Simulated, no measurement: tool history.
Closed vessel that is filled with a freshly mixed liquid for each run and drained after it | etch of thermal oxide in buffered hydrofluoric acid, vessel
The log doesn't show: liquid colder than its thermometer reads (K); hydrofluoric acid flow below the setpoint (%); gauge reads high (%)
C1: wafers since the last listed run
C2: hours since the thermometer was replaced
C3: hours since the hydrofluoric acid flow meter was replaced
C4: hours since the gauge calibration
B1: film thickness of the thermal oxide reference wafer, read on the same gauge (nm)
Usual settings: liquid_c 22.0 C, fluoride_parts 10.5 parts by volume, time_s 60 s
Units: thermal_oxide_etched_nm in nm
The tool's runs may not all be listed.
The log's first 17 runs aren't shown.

Run 18, hour 469.4: usual settings; C1 1369; C2 265.0; C3 27.8; C4 21.3; B1 140.01. Result: thermal_oxide_etched_nm 60.84 nm.
Run 19, hour 503.4: usual settings; C1 3256; C2 299.0; C3 61.8; C4 55.3; B1 139.98. Result: thermal_oxide_etched_nm 60.67 nm.
Run 20, hour 532.0: usual settings but liquid_c 23.5 C, fluoride_parts 13.0 parts by volume; C1 2739; C2 327.6; C3 90.4; C4 83.9; B1 139.99. Result: thermal_oxide_etched_nm 54.00 nm.
Run 21, hour 556.6: usual settings but liquid_c 27.0 C, fluoride_parts 13.0 parts by volume, time_s 85 s; C1 2355; C2 352.2; C3 115.0; C4 108.5; B1 139.97. Result: thermal_oxide_etched_nm 91.92 nm.
Run 22, hour 579.8: usual settings but liquid_c 17.5 C, fluoride_parts 12.0 parts by volume, time_s 45 s; C1 2221; C2 375.4; C3 138.2; C4 131.7; B1 140.02. Result: thermal_oxide_etched_nm 31.26 nm.
Run 23, hour 599.3: usual settings but liquid_c 26.5 C, time_s 80 s; C1 1867; C2 394.9; C3 157.7; C4 151.2; B1 140.02. Result: thermal_oxide_etched_nm 103.99 nm.
Run 24, hour 621.0: usual settings but liquid_c 25.0 C, fluoride_parts 7.5 parts by volume, time_s 40 s; C1 2078; C2 416.6; C3 179.4; C4 172.9; B1 140.01. Result: thermal_oxide_etched_nm 65.63 nm.
Run 25, hour 641.9: usual settings but fluoride_parts 13.5 parts by volume; C1 2001; C2 437.5; C3 200.3; C4 193.8; B1 139.99. Result: thermal_oxide_etched_nm 48.08 nm.
Run 26, hour 658.9: usual settings but liquid_c 25.5 C, fluoride_parts 7.0 parts by volume, time_s 95 s; C1 1628; C2 454.5; C3 217.3; C4 210.8; B1 139.99. Result: thermal_oxide_etched_nm 171.22 nm.
Run 27, hour 692.2: usual settings; C1 3189; C2 487.8; C3 250.6; C4 244.1; B1 140.01. Result: thermal_oxide_etched_nm 60.84 nm.
Run 28, hour 713.9: usual settings but fluoride_parts 8.0 parts by volume, time_s 40 s; C1 2078; C2 509.5; C3 272.3; C4 265.8; B1 139.98. Result: thermal_oxide_etched_nm 51.70 nm.
Run 29, hour 728.3: usual settings but fluoride_parts 13.0 parts by volume; C1 1379; C2 523.9; C3 286.7; C4 280.2; B1 140.00. Result: thermal_oxide_etched_nm 49.57 nm.
Run 30, hour 747.4: usual settings but fluoride_parts 12.5 parts by volume, time_s 40 s; C1 1829; C2 543.0; C3 305.8; C4 299.3; B1 139.99. Result: thermal_oxide_etched_nm 34.25 nm.
Run 31, hour 778.2: usual settings but liquid_c 24.0 C; C1 2949; C2 573.8; C3 336.6; C4 330.1; B1 139.98. Result: thermal_oxide_etched_nm 68.03 nm.
Run 32, hour 808.5: usual settings but liquid_c 26.5 C, fluoride_parts 7.0 parts by volume, time_s 80 s; C1 2901; C2 604.1; C3 366.9; C4 360.4; B1 140.00. Result: thermal_oxide_etched_nm 151.01 nm.

Forecast each of these 5 alternatives for the next run:
Run A, hour 809.2: usual settings but fluoride_parts 7.5 parts by volume; C1 67; C2 604.8; C3 367.6; C4 361.1; B1 ?. Result: thermal_oxide_etched_nm ?.
Run B, hour 809.2: usual settings but liquid_c 25.5 C, fluoride_parts 7.0 parts by volume; C1 67; C2 604.8; C3 367.6; C4 361.1; B1 ?. Result: thermal_oxide_etched_nm ?.
Run C, hour 809.2: usual settings but liquid_c 25.0 C, fluoride_parts 9.0 parts by volume; C1 67; C2 604.8; C3 367.6; C4 361.1; B1 ?. Result: thermal_oxide_etched_nm ?.
Run D, hour 809.2: usual settings but liquid_c 25.5 C, fluoride_parts 9.0 parts by volume, time_s 35 s; C1 67; C2 604.8; C3 367.6; C4 361.1; B1 ?. Result: thermal_oxide_etched_nm ?.
Run E, hour 809.2: usual settings but liquid_c 18.5 C, fluoride_parts 8.0 parts by volume, time_s 85 s; C1 67; C2 604.8; C3 367.6; C4 361.1; B1 ?. Result: thermal_oxide_etched_nm ?.

run      B1  thermal_oxide_etched_nm
  A  140.03                    83.93
  B  140.03                   109.43
  C  140.03                    81.16
  D  140.03                    48.64
  E  140.03                    91.19
Without the tool's hidden state the same runs would have given:
run  thermal_oxide_etched_nm
  A                    83.93
  B                   109.43
  C                    81.16
  D                    48.64
  E                    91.19
